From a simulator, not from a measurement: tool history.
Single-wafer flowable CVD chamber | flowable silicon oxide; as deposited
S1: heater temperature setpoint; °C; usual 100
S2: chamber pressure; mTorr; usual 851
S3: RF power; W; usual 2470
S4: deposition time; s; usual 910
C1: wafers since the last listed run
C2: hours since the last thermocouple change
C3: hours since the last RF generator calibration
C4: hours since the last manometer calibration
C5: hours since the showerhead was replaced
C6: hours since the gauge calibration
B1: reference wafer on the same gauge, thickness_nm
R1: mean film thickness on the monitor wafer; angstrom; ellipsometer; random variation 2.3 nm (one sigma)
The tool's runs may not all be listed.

{"run": 1, "day": 0.0, "S1": 100, "S2": 851, "S3": 2470, "S4": 910, "C1": 0, "C2": 1497.4, "C3": 1734, "C4": 1126.7, "C5": 6592.3, "C6": 821.3, "B1": 545.501, "R1": 6473.38}
{"run": 2, "day": 1.2, "S1": 100, "S2": 851, "S3": 2470, "S4": 910, "C1": 86, "C2": 1526.2, "C3": 1762.8, "C4": 1155.5, "C5": 6621.1, "C6": 850.1, "B1": 544.042, "R1": 6507.28}
{"run": 3, "day": 2.375, "S1": 100, "S2": 851, "S3": 2470, "S4": 910, "C1": 84, "C2": 1554.4, "C3": 1791, "C4": 1183.7, "C5": 6649.3, "C6": 878.3, "B1": 542.966, "R1": 6485.62}
{"run": 4, "day": 3.717, "S1": 100, "S2": 851, "S3": 2470, "S4": 910, "C1": 96, "C2": 1586.6, "C3": 1823.2, "C4": 1215.9, "C5": 6681.5, "C6": 910.5, "B1": 543.389, "R1": 6441.21}
{"run": 5, "day": 5.146, "S1": 100, "S2": 851, "S3": 2855, "S4": 910, "C1": 102, "C2": 1620.9, "C3": 1857.5, "C4": 1250.2, "C5": 6715.8, "C6": 944.8, "B1": 542.28, "R1": 6521.23}
{"run": 6, "day": 6.467, "S1": 100, "S2": 851, "S3": 2855, "S4": 910, "C1": 94, "C2": 1652.6, "C3": 1889.2, "C4": 1281.9, "C5": 6747.5, "C6": 976.5, "B1": 541.479, "R1": 6533.57}
{"run": 7, "day": 7.104, "S1": 100, "S2": 851, "S3": 2855, "S4": 910, "C1": 45, "C2": 1667.9, "C3": 1904.5, "C4": 1297.2, "C5": 6762.8, "C6": 991.8, "B1": 540.69, "R1": 6515.28}
{"run": 8, "day": 8.525, "S1": 100, "S2": 851, "S3": 2470, "S4": 910, "C1": 102, "C2": 1702, "C3": 1938.6, "C4": 1331.3, "C5": 6796.9, "C6": 1025.9, "B1": 540.658, "R1": 6421.41}
{"run": 9, "day": 11.283, "S1": 100, "S2": 788, "S3": 2470, "S4": 910, "C1": 198, "C2": 1768.2, "C3": 2004.8, "C4": 1397.5, "C5": 6863.1, "C6": 1092.1, "B1": 538.796, "R1": 6018.6}
{"day": 11.75, "done": "capacitance manometer re-zeroed and calibrated"}
{"run": 10, "day": 11.938, "S1": 100, "S2": 851, "S3": 2470, "S4": 910, "C1": 23, "C2": 1783.9, "C3": 2020.5, "C4": 4.5, "C5": 6878.8, "C6": 1107.8, "B1": 538.604, "R1": 6405.76}
{"day": 13.775, "done": "showerhead replaced"}
{"run": 11, "day": 14.825, "S1": 100, "S2": 851, "S3": 2095, "S4": 910, "C1": 183, "C2": 1853.2, "C3": 2089.8, "C4": 73.8, "C5": 25.2, "C6": 1177.1, "B1": 536.553, "R1": 6220.23}
{"run": 12, "day": 16.271, "S1": 100, "S2": 851, "S3": 2470, "S4": 966, "C1": 103, "C2": 1887.9, "C3": 2124.5, "C4": 108.5, "C5": 59.9, "C6": 1211.8, "B1": 535.938, "R1": 6742.98}
{"run": 13, "day": 17.196, "S1": 86, "S2": 980, "S3": 2620, "S4": 1077, "C1": 66, "C2": 1910.1, "C3": 2146.7, "C4": 130.7, "C5": 82.1, "C6": 1234, "B1": 535.431, "R1": 14146.68}
{"run": 14, "day": 17.829, "S1": 100, "S2": 851, "S3": 2815, "S4": 851, "C1": 45, "C2": 1925.3, "C3": 2161.9, "C4": 145.9, "C5": 97.3, "C6": 1249.2, "B1": 534.795, "R1": 5983}
{"run": 15, "day": 19.1, "S1": 100, "S2": 851, "S3": 2470, "S4": 910, "C1": 91, "C2": 1955.8, "C3": 2192.4, "C4": 176.4, "C5": 127.8, "C6": 1279.7, "B1": 532.887, "R1": 6288.3}
{"day": 19.888, "done": "thermocouple changed; heater temperature recalibrated"}
{"run": 16, "day": 20.154, "S1": 113, "S2": 851, "S3": 2470, "S4": 910, "C1": 51, "C2": 6.4, "C3": 2217.7, "C4": 201.7, "C5": 153.1, "C6": 1305, "B1": 532.558, "R1": 3900.2}
{"run": 17, "day": 21.179, "S1": 93, "S2": 851, "S3": 2265, "S4": 817, "C1": 73, "C2": 31, "C3": 2242.3, "C4": 226.3, "C5": 177.7, "C6": 1329.6, "B1": 530.947, "R1": 7297.2}
{"day": 21.825, "done": "RF generator calibrated"}
{"day": 21.854, "done": "gauge calibrated"}
{"run": 18, "day": 22.579, "S1": 100, "S2": 726, "S3": 2470, "S4": 910, "C1": 76, "C2": 64.6, "C3": 18.1, "C4": 259.9, "C5": 211.3, "C6": 17.4, "B1": 557.611, "R1": 5779.2}
{"run": 19, "day": 23.258, "S1": 100, "S2": 1016, "S3": 2470, "S4": 910, "C1": 48, "C2": 80.9, "C3": 34.4, "C4": 276.2, "C5": 227.6, "C6": 33.7, "B1": 557.092, "R1": 7721.65}
{"run": 20, "day": 26.088, "S1": 100, "S2": 951, "S3": 2630, "S4": 910, "C1": 203, "C2": 148.8, "C3": 102.3, "C4": 344.1, "C5": 295.5, "C6": 101.6, "B1": 556.889, "R1": 7361.74}
{"run": 21, "day": 27.35, "S1": 96, "S2": 791, "S3": 2470, "S4": 858, "C1": 90, "C2": 179.1, "C3": 132.6, "C4": 374.4, "C5": 325.8, "C6": 131.9, "B1": 556.232, "R1": 6793.1}
{"run": 22, "day": 28.708, "S1": 100, "S2": 851, "S3": 2470, "S4": 910, "C1": 97, "C2": 211.7, "C3": 165.2, "C4": 407, "C5": 358.4, "C6": 164.5, "B1": 557.429, "R1": 6643.68}
{"run": 23, "day": 29.858, "S1": 107, "S2": 851, "S3": 2470, "S4": 910, "C1": 82, "C2": 239.3, "C3": 192.8, "C4": 434.6, "C5": 386, "C6": 192.1, "B1": 557.902, "R1": 5099.93}
{"run": 24, "day": 31.175, "S1": 100, "S2": 756, "S3": 2470, "S4": 910, "C1": 94, "C2": 270.9, "C3": 224.4, "C4": 466.2, "C5": 417.6, "C6": 223.7, "B1": 556.877, "R1": 5990.42}
{"run": 25, "day": 31.742, "S1": 100, "S2": 851, "S3": 2470, "S4": 1012, "C1": 40, "C2": 284.5, "C3": 238, "C4": 479.8, "C5": 431.2, "C6": 237.3, "B1": 557.017, "R1": 7327.06}
{"run": 26, "day": 33.079, "S1": 100, "S2": 851, "S3": 1975, "S4": 910, "C1": 96, "C2": 316.6, "C3": 270.1, "C4": 511.9, "C5": 463.3, "C6": 269.4, "B1": 556.329, "R1": 6485.98}
{"run": 27, "day": 33.712, "S1": 100, "S2": 851, "S3": 2470, "S4": 987, "C1": 45, "C2": 331.8, "C3": 285.3, "C4": 527.1, "C5": 478.5, "C6": 284.6, "B1": 556.06, "R1": 7233.37}

Some steps in R1 between neighbouring runs. How much of each would the tool show without its hidden state too (settings, what came in, random variation), and how much is left for the hidden state, with any gauge scatter that isn't in both results?
The hidden state here: wafer temperature above the value expected at the setpoint (K); delivered RF power above the setpoint (%); true pressure above the setpoint (%); gauge reads high (%).
Run 12 -> 13: S1 100 -> 86, S2 851 -> 980, S3 2470 -> 2620, S4 966 -> 1077. R1 +7403.7 angstrom: hidden state -289.99, all else +7693.69.
Run 13 -> 14: S1 86 -> 100, S2 980 -> 851, S3 2620 -> 2815, S4 1077 -> 851. R1 -8163.68 angstrom: hidden state +305.16, all else -8468.84.
Run 17 -> 18: S1 93 -> 100, S2 851 -> 726, S3 2265 -> 2470, S4 817 -> 910, RF generator calibrated, gauge calibrated. R1 -1518 angstrom: hidden state +343.31, all else -1861.31.

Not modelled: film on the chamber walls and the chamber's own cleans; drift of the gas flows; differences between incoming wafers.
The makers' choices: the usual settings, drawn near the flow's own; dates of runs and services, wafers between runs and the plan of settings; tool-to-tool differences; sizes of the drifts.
